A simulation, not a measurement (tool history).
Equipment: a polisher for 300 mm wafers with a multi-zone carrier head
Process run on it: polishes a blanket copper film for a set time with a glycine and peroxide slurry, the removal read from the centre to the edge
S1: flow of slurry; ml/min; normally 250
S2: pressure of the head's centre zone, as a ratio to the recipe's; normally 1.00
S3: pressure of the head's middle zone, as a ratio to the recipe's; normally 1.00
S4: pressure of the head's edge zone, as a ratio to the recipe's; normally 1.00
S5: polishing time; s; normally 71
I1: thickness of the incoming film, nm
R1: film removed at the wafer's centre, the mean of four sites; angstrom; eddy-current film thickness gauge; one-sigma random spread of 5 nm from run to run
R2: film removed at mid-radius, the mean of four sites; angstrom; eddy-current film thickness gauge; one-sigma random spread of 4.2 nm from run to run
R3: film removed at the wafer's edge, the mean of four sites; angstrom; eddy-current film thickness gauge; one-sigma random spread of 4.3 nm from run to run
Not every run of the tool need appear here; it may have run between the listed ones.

Run 1, hour 0.0: usual settings but S1 230 ml/min, S5 80 s; I1 1000.4. Result: R1 3905 angstrom, R2 3896 angstrom, R3 4081 angstrom.
Run 2, hour 29.4: usual settings but S1 230 ml/min, S5 80 s; I1 1018.7. Result: R1 3876 angstrom, R2 3810 angstrom, R3 3965 angstrom.
Run 3, hour 96.6: usual settings but S4 0.97; I1 1021.7. Result: R1 3456 angstrom, R2 3452 angstrom, R3 3495 angstrom.
Run 4, hour 150.5: usual settings but S4 0.97; I1 994.5. Result: R1 3401 angstrom, R2 3366 angstrom, R3 3496 angstrom.
At hour 156.4: carrier head's membrane replaced by a new one.
Run 5, hour 221.1: usual settings; I1 1025.4. Result: R1 3318 angstrom, R2 3280 angstrom, R3 3494 angstrom.
At hour 231.8: slurry nozzle cleaned.
At hour 247.9: worn pad replaced by a new one.
Run 6, hour 248.4: usual settings; I1 1003.0. Result: R1 3602 angstrom, R2 3537 angstrom, R3 3701 angstrom.
Run 7, hour 292.3: usual settings; I1 1013.6. Result: R1 3543 angstrom, R2 3543 angstrom, R3 3737 angstrom.
Run 8, hour 329.2: usual settings but S5 58 s; I1 1022.9. Result: R1 3034 angstrom, R2 2957 angstrom, R3 2993 angstrom.
Run 9, hour 357.2: usual settings but S1 215 ml/min, S2 1.09, S4 1.03, S5 50 s; I1 998.8. Result: R1 2662 angstrom, R2 2461 angstrom, R3 2616 angstrom.
Run 10, hour 398.2: usual settings but S1 300 ml/min, S2 1.04, S3 1.03, S4 0.89; I1 1016.3. Result: R1 3878 angstrom, R2 3710 angstrom, R3 3547 angstrom.
Run 11, hour 436.2: usual settings; I1 1007.2. Result: R1 3493 angstrom, R2 3472 angstrom, R3 3677 angstrom.
At hour 466.2: edge zone pressure recalibrated.
Run 12, hour 471.5: usual settings but S4 0.97; I1 1000.6. Result: R1 3517 angstrom, R2 3560 angstrom, R3 3673 angstrom.

What does the tool deliver on the next run?
Run 13, hour 539.0: usual settings but S1 330 ml/min, S2 0.92, S5 54 s; I1 1017.6. Result: R1 ?, R2 ?, R3 ?.

Run 13 came out at R1 2548 angstrom, R2 2769 angstrom, R3 2800 angstrom.
Had the tool carried no hidden state, the very same run would have given R1 2576 angstrom, R2 2796 angstrom, R3 2821 angstrom.

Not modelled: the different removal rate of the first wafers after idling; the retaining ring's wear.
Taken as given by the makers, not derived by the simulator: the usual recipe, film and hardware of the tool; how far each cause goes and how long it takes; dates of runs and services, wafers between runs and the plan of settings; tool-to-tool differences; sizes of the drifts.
